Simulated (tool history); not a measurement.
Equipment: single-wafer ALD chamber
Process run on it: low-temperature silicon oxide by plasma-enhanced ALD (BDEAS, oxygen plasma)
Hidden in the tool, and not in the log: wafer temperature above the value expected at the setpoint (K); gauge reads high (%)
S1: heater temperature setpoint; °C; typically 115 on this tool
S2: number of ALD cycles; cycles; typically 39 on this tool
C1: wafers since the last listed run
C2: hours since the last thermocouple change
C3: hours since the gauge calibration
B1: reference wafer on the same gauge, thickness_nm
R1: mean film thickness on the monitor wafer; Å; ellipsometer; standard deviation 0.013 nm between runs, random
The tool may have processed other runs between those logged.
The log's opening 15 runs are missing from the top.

| run | hour | S1 | S2 | C1 | C2 | C3 | B1 | R1 |
|---|---|---|---|---|---|---|---|---|
| 16 | 933.9 | 121 | 39 | 454 | 892.1 | 1005 | 4.71 | 48.78 |
| 17 | 1029.3 | 120 | 39 | 853 | 987.5 | 1100.4 | 4.711 | 48.96 |
|  | 1046.9 | thermocouple changed; heater temperature recalibrated |
| 18 | 1109.7 | 120 | 39 | 647 | 62.8 | 1180.8 | 4.708 | 49.15 |
| 19 | 1210.9 | 120 | 39 | 905 | 164 | 1282 | 4.71 | 49 |
| 20 | 1286.8 | 109 | 43 | 678 | 239.9 | 1357.9 | 4.71 | 55.43 |
|  | 1294.5 | gauge calibrated |
| 21 | 1388.6 | 103 | 45 | 910 | 341.7 | 94.1 | 4.708 | 58.82 |
| 22 | 1451.9 | 108 | 39 | 566 | 405 | 157.4 | 4.711 | 50.49 |
| 23 | 1500 | 119 | 42 | 430 | 453.1 | 205.5 | 4.714 | 52.96 |
| 24 | 1562.4 | 125 | 43 | 558 | 515.5 | 267.9 | 4.712 | 53.55 |
| 25 | 1618.4 | 115 | 36 | 500 | 571.5 | 323.9 | 4.713 | 45.8 |
| 26 | 1705.3 | 129 | 35 | 777 | 658.4 | 410.8 | 4.708 | 43.15 |
| 27 | 1749.5 | 119 | 35 | 395 | 702.6 | 455 | 4.706 | 43.92 |
| 28 | 1818.1 | 115 | 33 | 613 | 771.2 | 523.6 | 4.709 | 41.93 |
| 29 | 1888.1 | 115 | 39 | 625 | 841.2 | 593.6 | 4.709 | 49.29 |
| 30 | 1948.1 | 115 | 39 | 536 | 901.2 | 653.6 | 4.708 | 49.02 |
| 31 | 2044.3 | 115 | 39 | 860 | 997.4 | 749.8 | 4.711 | 49.13 |
| 32 | 2136.5 | 129 | 36 | 824 | 1089.6 | 842 | 4.711 | 43.82 |
| 33 | 2235.1 | 119 | 35 | 881 | 1188.2 | 940.6 | 4.71 | 43.61 |
|  | 2250.9 | thermocouple changed; heater temperature recalibrated |
| 34 | 2331.8 | 103 | 39 | 793 | 80.9 | 1037.3 | 4.71 | 51.02 |
| 35 | 2403.7 | 101 | 39 | 642 | 152.8 | 1109.2 | 4.71 | 51.38 |

What will run 36 give?
| 36 | 2667.4 | 124 | 33 | 2358 | 416.5 | 1372.9 | ? | ? |

{"run 36": {"B1": 4.705, "R1": 41.26}}
On a tool with no hidden condition, and with the same random variation, this run would have come out at R1 41.31 Å.

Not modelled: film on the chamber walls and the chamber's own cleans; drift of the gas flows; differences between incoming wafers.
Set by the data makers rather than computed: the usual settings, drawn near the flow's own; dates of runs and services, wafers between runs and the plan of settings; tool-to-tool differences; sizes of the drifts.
